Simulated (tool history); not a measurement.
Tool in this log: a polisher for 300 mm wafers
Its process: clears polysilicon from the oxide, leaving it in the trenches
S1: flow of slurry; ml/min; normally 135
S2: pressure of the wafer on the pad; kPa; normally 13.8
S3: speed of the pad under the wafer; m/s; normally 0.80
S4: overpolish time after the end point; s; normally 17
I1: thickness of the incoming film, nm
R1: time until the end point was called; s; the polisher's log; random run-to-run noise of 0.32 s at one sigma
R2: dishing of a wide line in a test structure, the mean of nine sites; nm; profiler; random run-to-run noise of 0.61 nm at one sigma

| run | hour | S1 | S2 | S3 | S4 | I1 | R1 | R2 |
|---|---|---|---|---|---|---|---|---|
| 1 | 0.0 | 135 | 10.3 | 0.80 | 17 | 370.6 | 42.5 | 52.8 |
| 2 | 17.2 | 135 | 10.3 | 0.80 | 17 | 373.7 | 44.3 | 50.7 |
| 3 | 27.1 | 135 | 13.8 | 0.80 | 17 | 372.0 | 34.4 | 54.5 |
| 4 | 37.7 | 135 | 13.8 | 0.80 | 17 | 364.4 | 34.2 | 55.0 |
| 5 | 48.0 | 135 | 13.8 | 0.98 | 17 | 374.7 | 30.2 | 55.8 |
| 6 | 64.3 | 135 | 13.8 | 0.98 | 17 | 369.8 | 30.2 | 55.7 |
| 7 | 75.0 | 135 | 13.8 | 0.98 | 17 | 368.3 | 30.3 | 57.2 |
| 8 | 84.7 | 135 | 13.8 | 0.80 | 17 | 366.3 | 35.2 | 54.0 |
| 9 | 100.4 | 100 | 13.8 | 0.80 | 11 | 371.1 | 35.4 | 49.0 |
| 10 | 112.5 | 135 | 13.8 | 0.80 | 17 | 362.8 | 32.3 | 54.2 |
| 11 | 130.3 | 135 | 13.8 | 0.80 | 17 | 368.1 | 32.9 | 54.8 |
| 12 | 141.4 | 135 | 13.8 | 0.62 | 17 | 371.0 | 40.9 | 52.2 |
| 13 | 150.9 | 135 | 11.7 | 1.02 | 17 | 372.3 | 32.3 | 56.3 |
| 14 | 162.7 | 135 | 11.7 | 1.02 | 17 | 366.5 | 32.3 | 56.3 |
| 15 | 175.0 | 135 | 13.8 | 0.98 | 17 | 370.0 | 29.3 | 55.9 |
| 16 | 223.8 | 135 | 13.8 | 0.80 | 17 | 363.9 | 31.4 | 55.4 |
| 17 | 236.0 | 90 | 13.8 | 0.72 | 8 | 368.0 | 38.3 | 40.7 |
| 18 | 248.7 | 90 | 12.4 | 0.80 | 8 | 371.0 | 39.3 | 39.3 |
| 19 | 265.0 | 135 | 13.8 | 0.80 | 17 | 373.5 | 32.8 | 56.5 |
| 20 | 271.9 | 135 | 10.3 | 0.94 | 25 | 369.7 | 36.5 | 57.1 |
| 21 | 281.9 | 155 | 13.8 | 0.70 | 17 | 368.3 | 40.3 | 53.6 |
| 22 | 296.1 | 135 | 13.8 | 0.80 | 17 | 367.7 | 38.1 | 54.1 |
| 23 | 303.9 | 135 | 13.8 | 0.90 | 9 | 369.5 | 34.0 | 43.3 |
| 24 | 311.7 | 155 | 11.0 | 0.56 | 14 | 372.7 | 57.3 | 43.8 |
| 25 | 361.2 | 135 | 13.8 | 0.80 | 17 | 370.9 | 35.6 | 55.2 |
| 26 | 376.5 | 135 | 13.8 | 0.80 | 17 | 370.9 | 35.5 | 54.6 |
| 27 | 389.3 | 135 | 12.4 | 0.80 | 23 | 365.3 | 38.4 | 56.2 |
| 28 | 400.1 | 135 | 16.5 | 1.06 | 20 | 365.5 | 24.5 | 56.4 |
| 29 | 407.0 | 135 | 13.8 | 0.80 | 24 | 374.6 | 37.1 | 56.9 |
| 30 | 416.6 | 145 | 9.0 | 0.62 | 24 | 371.5 | 61.9 | 51.7 |
| 31 | 426.2 | 135 | 13.8 | 0.80 | 17 | 362.8 | 36.2 | 53.0 |
| 32 | 434.0 | 155 | 16.5 | 0.80 | 7 | 369.6 | 31.0 | 42.2 |
| 33 | 446.5 | 135 | 13.8 | 0.66 | 12 | 366.5 | 43.5 | 45.4 |
| 34 | 456.2 | 135 | 17.9 | 0.96 | 17 | 375.9 | 26.8 | 58.5 |

Withheld: 5 entries from between the runs. Position of each, and hidden state at the listed run before versus the listed run after:
From run 8 to run 9: worn pad replaced by a new one (hour 99.9)
  removal rate lost through wear of the pad, %: 8.96 -> 0.934; deviation of the head's pressure from its setpoint, %: 7.68 -> 8.08
  difference, measured minus the result without the unlogged condition, R1: +1.1 -> -2.1 s; R2: -0.3 -> +1.1 nm
From run 15 to run 16: slurry nozzle cleaned (hour 187.7); worn pad replaced by a new one (hour 215.0)
  removal rate lost through wear of the pad, %: 7.08 -> 0.917; deviation of the head's pressure from its setpoint, %: 10.1 -> 11.6
  difference, measured minus the result without the unlogged condition, R1: -0.2 -> -2.7 s; R2: +0.0 -> +0.8 nm
From run 20 to run 21: head pressure recalibrated (hour 278.6)
  removal rate lost through wear of the pad, %: 4.88 -> 5.7; deviation of the head's pressure from its setpoint, %: 13.1 -> -1.66
  difference, measured minus the result without the unlogged condition, R1: -2.0 -> +2.8 s; R2: +0.3 -> -0.9 nm
From run 24 to run 25: worn pad replaced by a new one (hour 357.4)
  removal rate lost through wear of the pad, %: 8.15 -> 0.401; deviation of the head's pressure from its setpoint, %: -1.64 -> -1.51
  difference, measured minus the result without the unlogged condition, R1: +5.4 -> +0.5 s; R2: -2.0 -> -0.2 nm
